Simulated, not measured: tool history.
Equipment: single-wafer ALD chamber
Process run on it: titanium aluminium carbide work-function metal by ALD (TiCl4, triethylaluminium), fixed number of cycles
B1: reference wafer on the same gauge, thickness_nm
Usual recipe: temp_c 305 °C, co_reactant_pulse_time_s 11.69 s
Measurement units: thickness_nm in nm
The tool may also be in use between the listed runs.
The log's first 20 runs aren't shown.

Run 21, hour 1724.9: usual settings but temp_c 300 °C, co_reactant_pulse_time_s 7.99 s; B1 2.040. Result: thickness_nm 1.263 nm.
Run 22, hour 1799.9: usual settings but temp_c 317 °C, co_reactant_pulse_time_s 13.30 s; B1 2.037. Result: thickness_nm 2.217 nm.
Run 23, hour 1883.4: usual settings but temp_c 312 °C, co_reactant_pulse_time_s 15.72 s; B1 2.040. Result: thickness_nm 2.200 nm.
At hour 1898.3: gauge calibrated.
Run 24, hour 1949.5: usual settings but co_reactant_pulse_time_s 10.60 s; B1 2.037. Result: thickness_nm 2.007 nm.
Run 25, hour 2020.3: usual settings; B1 2.039. Result: thickness_nm 2.090 nm.
Run 26, hour 2067.7: usual settings but temp_c 292 °C, co_reactant_pulse_time_s 13.35 s; B1 2.041. Result: thickness_nm 2.040 nm.
Run 27, hour 2160.4: usual settings but temp_c 294 °C; B1 2.040. Result: thickness_nm 1.999 nm.
Run 28, hour 2215.0: usual settings; B1 2.040. Result: thickness_nm 2.069 nm.
Run 29, hour 2284.4: usual settings but temp_c 312 °C, co_reactant_pulse_time_s 13.06 s; B1 2.039. Result: thickness_nm 2.171 nm.
Run 30, hour 2390.9: usual settings; B1 2.040. Result: thickness_nm 2.053 nm.
Run 31, hour 2446.4: usual settings but co_reactant_pulse_time_s 10.60 s; B1 2.039. Result: thickness_nm 1.956 nm.

What if the next run were any one of these 4? Each begins from the tool's condition after run 31:
Run A, hour 2446.8: usual settings; B1 ?. Result: thickness_nm ?.
Run B, hour 2446.8: usual settings but temp_c 320 °C, co_reactant_pulse_time_s 7.08 s; B1 ?. Result: thickness_nm ?.
Run C, hour 2446.8: usual settings but temp_c 320 °C; B1 ?. Result: thickness_nm ?.
Run D, hour 2446.8: usual settings but co_reactant_pulse_time_s 7.76 s; B1 ?. Result: thickness_nm ?.

run     B1  thickness_nm
  A  2.039         2.057
  B  2.039         0.345
  C  2.039         2.173
  D  2.039         0.967
What these runs would have given with no unlogged condition in the tool:
run  thickness_nm
  A         2.117
  B         0.439
  C         2.237
  D         1.164
